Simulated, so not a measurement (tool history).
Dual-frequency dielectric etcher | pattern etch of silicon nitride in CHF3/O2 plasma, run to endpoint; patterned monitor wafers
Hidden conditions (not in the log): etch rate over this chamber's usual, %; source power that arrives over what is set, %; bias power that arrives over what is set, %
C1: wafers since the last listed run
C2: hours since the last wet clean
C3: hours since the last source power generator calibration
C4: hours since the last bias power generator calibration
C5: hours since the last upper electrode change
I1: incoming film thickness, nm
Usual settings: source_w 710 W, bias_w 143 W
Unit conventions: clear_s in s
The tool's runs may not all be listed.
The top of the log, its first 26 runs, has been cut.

{"day": 29.767, "done": "bias power generator calibrated"}
{"run": 27, "day": 30.0, "source_w": 630, "bias_w": 143, "C1": 276, "C2": 294.3, "C3": 49.4, "C4": 5.6, "C5": 3785.6, "I1": 61.0, "clear_s": 43.7}
{"day": 31.538, "done": "upper electrode replaced"}
{"run": 28, "day": 31.558, "source_w": 860, "bias_w": 169, "C1": 223, "C2": 331.7, "C3": 86.8, "C4": 43.0, "C5": 0.5, "I1": 60.6, "clear_s": 37.3}
{"run": 29, "day": 31.967, "source_w": 800, "bias_w": 143, "C1": 163, "C2": 341.5, "C3": 96.6, "C4": 52.8, "C5": 10.3, "I1": 60.4, "clear_s": 40.8}
{"run": 30, "day": 33.062, "source_w": 800, "bias_w": 143, "C1": 438, "C2": 367.8, "C3": 122.9, "C4": 79.1, "C5": 36.6, "I1": 61.2, "clear_s": 40.3}
{"day": 34.562, "done": "wet clean of the chamber"}
{"run": 31, "day": 34.583, "source_w": 770, "bias_w": 131, "C1": 208, "C2": 0.5, "C3": 159.4, "C4": 115.6, "C5": 73.1, "I1": 60.8, "clear_s": 40.7}
{"run": 32, "day": 34.933, "source_w": 820, "bias_w": 178, "C1": 140, "C2": 8.9, "C3": 167.8, "C4": 124.0, "C5": 81.5, "I1": 61.1, "clear_s": 35.6}
{"run": 33, "day": 36.167, "source_w": 650, "bias_w": 170, "C1": 493, "C2": 38.5, "C3": 197.4, "C4": 153.6, "C5": 111.1, "I1": 60.7, "clear_s": 38.2}
{"run": 34, "day": 37.192, "source_w": 580, "bias_w": 120, "C1": 410, "C2": 63.1, "C3": 222.0, "C4": 178.2, "C5": 135.7, "I1": 61.5, "clear_s": 47.1}
{"run": 35, "day": 37.846, "source_w": 710, "bias_w": 143, "C1": 261, "C2": 78.8, "C3": 237.7, "C4": 193.9, "C5": 151.4, "I1": 60.3, "clear_s": 40.2}
{"run": 36, "day": 40.588, "source_w": 790, "bias_w": 165, "C1": 1097, "C2": 144.6, "C3": 303.5, "C4": 259.7, "C5": 217.2, "I1": 60.9, "clear_s": 37.1}

Branching from run 36: 3 alternative next runs. What would each branch give?
{"run": "A", "day": 40.604, "source_w": 710, "bias_w": 153, "C1": 6, "C2": 145.0, "C3": 303.9, "C4": 260.1, "C5": 217.6, "I1": 61.2, "clear_s": "?"}
{"run": "B", "day": 40.604, "source_w": 710, "bias_w": 125, "C1": 6, "C2": 145.0, "C3": 303.9, "C4": 260.1, "C5": 217.6, "I1": 61.2, "clear_s": "?"}
{"run": "C", "day": 40.604, "source_w": 640, "bias_w": 179, "C1": 6, "C2": 145.0, "C3": 303.9, "C4": 260.1, "C5": 217.6, "I1": 61.2, "clear_s": "?"}

run=A clear_s=39.1
run=B clear_s=42.2
run=C clear_s=37.9
Without the tool's hidden state the same runs would have given:
run=A clear_s=38.9
run=B clear_s=42.1
run=C clear_s=37.8
